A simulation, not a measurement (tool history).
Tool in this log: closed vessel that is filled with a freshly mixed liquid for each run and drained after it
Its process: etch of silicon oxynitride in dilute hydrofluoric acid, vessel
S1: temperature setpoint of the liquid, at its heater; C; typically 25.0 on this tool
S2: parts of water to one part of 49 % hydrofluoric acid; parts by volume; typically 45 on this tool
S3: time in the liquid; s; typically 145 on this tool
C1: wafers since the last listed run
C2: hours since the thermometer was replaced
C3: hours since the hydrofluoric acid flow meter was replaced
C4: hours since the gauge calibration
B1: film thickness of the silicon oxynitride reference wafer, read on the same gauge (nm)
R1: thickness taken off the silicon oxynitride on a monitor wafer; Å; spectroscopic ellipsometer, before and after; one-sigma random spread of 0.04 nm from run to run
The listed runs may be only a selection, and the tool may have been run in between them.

Run 1, hour 0.0: usual settings; C1 0; C2 836.4; C3 238.8; C4 243.3; B1 120.20. Result: R1 94.8 Å.
Run 2, hour 68.9: usual settings; C1 9232; C2 905.3; C3 307.7; C4 312.2; B1 120.22. Result: R1 94.7 Å.
Run 3, hour 131.9: usual settings; C1 8442; C2 968.3; C3 370.7; C4 375.2; B1 120.26. Result: R1 95.3 Å.
Run 4, hour 347.2: usual settings; C1 28851; C2 1183.6; C3 586.0; C4 590.5; B1 120.45. Result: R1 95.3 Å.
Run 5, hour 416.6: usual settings; C1 9299; C2 1253.0; C3 655.4; C4 659.9; B1 120.50. Result: R1 94.7 Å.
Run 6, hour 463.2: usual settings; C1 6244; C2 1299.6; C3 702.0; C4 706.5; B1 120.53. Result: R1 95.0 Å.
Run 7, hour 526.6: usual settings; C1 8495; C2 1363.0; C3 765.4; C4 769.9; B1 120.68. Result: R1 95.1 Å.
At hour 600.4: thermometer replaced.
Run 8, hour 626.4: usual settings; C1 13239; C2 26.0; C3 865.2; C4 869.7; B1 120.86. Result: R1 94.5 Å.
Run 9, hour 732.4: usual settings; C1 14204; C2 132.0; C3 971.2; C4 975.7; B1 121.00. Result: R1 95.9 Å.
Run 10, hour 822.9: usual settings; C1 12127; C2 222.5; C3 1061.7; C4 1066.2; B1 121.15. Result: R1 95.7 Å.
Run 11, hour 905.9: usual settings; C1 11122; C2 305.5; C3 1144.7; C4 1149.2; B1 121.33. Result: R1 95.4 Å.
Run 12, hour 1005.3: usual settings; C1 13320; C2 404.9; C3 1244.1; C4 1248.6; B1 121.56. Result: R1 95.8 Å.
Run 13, hour 1061.9: usual settings; C1 7584; C2 461.5; C3 1300.7; C4 1305.2; B1 121.64. Result: R1 95.8 Å.
At hour 1067.5: hydrofluoric acid flow meter replaced.
Run 14, hour 1099.8: usual settings but S1 26.5 C, S2 40 parts by volume, S3 100 s; C1 4944; C2 499.4; C3 32.3; C4 1343.1; B1 121.76. Result: R1 81.1 Å.
Run 15, hour 1145.0: usual settings; C1 6057; C2 544.6; C3 77.5; C4 1388.3; B1 121.85. Result: R1 96.4 Å.
Run 16, hour 1201.0: usual settings but S1 21.0 C, S2 25 parts by volume, S3 210 s; C1 7504; C2 600.6; C3 133.5; C4 1444.3; B1 122.04. Result: R1 207.2 Å.
Run 17, hour 1296.4: usual settings; C1 12784; C2 696.0; C3 228.9; C4 1539.7; B1 122.26. Result: R1 96.4 Å.
At hour 1342.6: gauge calibrated.
Run 18, hour 1363.1: usual settings but S1 28.0 C, S2 30 parts by volume, S3 200 s; C1 8938; C2 762.7; C3 295.6; C4 20.5; B1 120.39. Result: R1 228.9 Å.
Run 19, hour 1442.9: usual settings but S1 23.5 C, S2 40 parts by volume, S3 205 s; C1 10693; C2 842.5; C3 375.4; C4 100.3; B1 120.38. Result: R1 139.9 Å.
Run 20, hour 1483.5: usual settings but S1 21.5 C, S3 80 s; C1 5440; C2 883.1; C3 416.0; C4 140.9; B1 120.42. Result: R1 44.3 Å.
Run 21, hour 1563.7: usual settings but S3 85 s; C1 10747; C2 963.3; C3 496.2; C4 221.1; B1 120.41. Result: R1 55.4 Å.
Run 22, hour 1635.6: usual settings but S1 20.5 C; C1 9634; C2 1035.2; C3 568.1; C4 293.0; B1 120.43. Result: R1 75.7 Å.
Run 23, hour 1681.6: usual settings; C1 6164; C2 1081.2; C3 614.1; C4 339.0; B1 120.49. Result: R1 94.3 Å.
Run 24, hour 1727.7: usual settings; C1 6177; C2 1127.3; C3 660.2; C4 385.1; B1 120.48. Result: R1 94.5 Å.
At hour 1830.0: thermometer replaced.
Run 25, hour 1830.5: usual settings but S1 20.5 C, S2 30 parts by volume, S3 110 s; C1 13641; C2 0.5; C3 763.0; C4 487.9; B1 120.63. Result: R1 87.6 Å.
Run 26, hour 1906.5: usual settings but S2 50 parts by volume, S3 170 s; C1 10184; C2 76.5; C3 839.0; C4 563.9; B1 120.68. Result: R1 99.4 Å.

Below, each run's measurement less what the same run would have read without the hidden state. Both values contain the same run-to-run variation, but the gauge's scatter may not be the same in both:
Hidden state present: liquid hotter than its thermometer reads (K); hydrofluoric acid flow above the setpoint (%); gauge reads high (%).
run    R1
  1  +0.1
  2  +0.2
  3  +0.2
  4  +0.3
  5  +0.4
  6  +0.4
  7  +0.5
  8  +0.6
  9  +0.8
 10  +0.9
 11  +1.0
 12  +1.2
 13  +1.3
 14  +1.2
 15  +1.5
 16  +3.4
 17  +1.8
 18  +0.7
 19  +0.4
 20  +0.2
 21  +0.2
 22  +0.3
 23  +0.4
 24  +0.5
 25  +0.5
 26  +0.6

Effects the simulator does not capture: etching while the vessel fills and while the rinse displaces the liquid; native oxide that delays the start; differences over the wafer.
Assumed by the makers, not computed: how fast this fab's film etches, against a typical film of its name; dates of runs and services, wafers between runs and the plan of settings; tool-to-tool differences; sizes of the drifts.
